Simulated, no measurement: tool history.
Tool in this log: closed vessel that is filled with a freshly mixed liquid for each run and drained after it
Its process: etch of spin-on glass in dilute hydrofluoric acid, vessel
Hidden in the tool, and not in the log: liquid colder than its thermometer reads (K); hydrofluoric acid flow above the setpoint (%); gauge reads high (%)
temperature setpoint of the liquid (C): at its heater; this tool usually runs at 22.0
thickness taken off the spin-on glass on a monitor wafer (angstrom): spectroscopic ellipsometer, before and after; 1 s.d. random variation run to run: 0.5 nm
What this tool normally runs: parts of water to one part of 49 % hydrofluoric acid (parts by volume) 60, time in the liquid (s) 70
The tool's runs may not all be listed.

run	hour	temperature setpoint of the liquid (C)	parts of water to one part of 49 % hydrofluoric acid (parts by volume)	time in the liquid (s)	wafers since the last listed run	hours since the thermometer was replaced	hours since the hydrofluoric acid flow meter was replaced	hours since the gauge calibration	read-back film thickness of the spin-on glass reference wafer, read on the same gauge (nm)	thickness taken off the spin-on glass on a monitor wafer (angstrom)
1	0.0	22.0	60	70	0	183.2	540.9	1550.8	150.01	555.6
# hour 41.4: hydrofluoric acid flow meter replaced
2	57.4	22.0	80	70	4483	240.6	16.0	1608.2	149.99	378.3
3	127.1	22.0	80	70	5541	310.3	85.7	1677.9	150.00	393.3
4	193.3	22.0	60	70	5262	376.5	151.9	1744.1	149.98	530.3
5	253.1	22.0	60	70	4754	436.3	211.7	1803.9	149.99	533.9
6	293.0	22.0	60	70	3172	476.2	251.6	1843.8	149.99	540.9
7	357.8	22.0	60	70	5151	541.0	316.4	1908.6	150.00	551.2
8	394.7	22.0	60	70	2933	577.9	353.3	1945.5	149.99	557.5
9	420.5	22.0	75	95	2051	603.7	379.1	1971.3	150.04	593.3
10	447.6	22.0	75	95	2154	630.8	406.2	1998.4	150.00	594.2
11	487.0	22.0	60	70	3132	670.2	445.6	2037.8	150.02	563.6
# hour 602.0: hydrofluoric acid flow meter replaced
12	674.8	23.5	35	80	14850	858.0	72.8	2225.6	150.01	1107.2
13	706.8	22.0	60	70	2543	890.0	104.8	2257.6	150.00	524.7
14	755.4	22.0	60	70	3863	938.6	153.4	2306.2	150.00	517.6
15	810.0	26.5	70	85	4340	993.2	208.0	2360.8	149.99	669.1
16	872.7	22.0	80	45	4984	1055.9	270.7	2423.5	149.99	257.5
17	926.1	22.0	85	40	4245	1109.3	324.1	2476.9	150.00	211.9
# hour 946.4: gauge calibrated
18	966.9	27.0	50	70	3243	1150.1	364.9	20.5	150.01	809.6
19	996.0	20.5	75	45	2313	1179.2	394.0	49.6	149.98	257.1
20	1045.6	24.5	70	70	3943	1228.8	443.6	99.2	150.00	518.0
21	1184.9	22.0	60	70	11074	1368.1	582.9	238.5	149.97	571.4
# hour 1211.1: thermometer replaced
# hour 1241.5: hydrofluoric acid flow meter replaced
22	1249.3	18.5	50	70	4960	38.2	7.8	302.9	150.00	529.4
23	1312.2	22.0	45	70	5000	101.1	70.7	365.8	150.00	714.9
24	1363.9	18.5	40	70	4110	152.8	122.4	417.5	150.02	698.9
25	1415.6	23.5	60	40	4110	204.5	174.1	469.2	150.01	323.5
26	1462.2	19.0	75	105	3704	251.1	220.7	515.8	149.97	555.9
27	1528.9	20.5	50	105	5302	317.8	287.4	582.5	150.02	912.4
28	1572.7	22.0	80	45	3482	361.6	331.2	626.3	149.99	255.0
29	1624.1	24.5	85	70	4086	413.0	382.6	677.7	149.99	407.4
30	1651.6	22.0	60	60	2186	440.5	410.1	705.2	149.97	472.1
31	1677.0	22.0	60	85	2019	465.9	435.5	730.6	150.00	674.8
32	1726.0	19.0	60	30	3895	514.9	484.5	779.6	149.99	211.2
33	1774.9	20.5	50	105	3887	563.8	533.4	828.5	150.00	954.5
34	1799.8	22.0	60	80	1979	588.7	558.3	853.4	150.00	653.5

Each row is a separate what-if for the run after 34, all from the same tool condition, not one after another. Results?
A	1800.5	27.0	60	70	55	589.4	559.0	854.1	?	?
B	1800.5	22.0	85	70	55	589.4	559.0	854.1	?	?
C	1800.5	22.0	70	40	55	589.4	559.0	854.1	?	?

run	read-back film thickness of the spin-on glass reference wafer, read on the same gauge (nm)	thickness taken off the spin-on glass on a monitor wafer (angstrom)
A	150.01	681.6
B	150.01	381.3
C	150.01	269.1
With the hidden condition removed and each run's random variation left untouched, the same runs would have given:
run	thickness taken off the spin-on glass on a monitor wafer (angstrom)
A	620.3
B	346.5
C	244.9
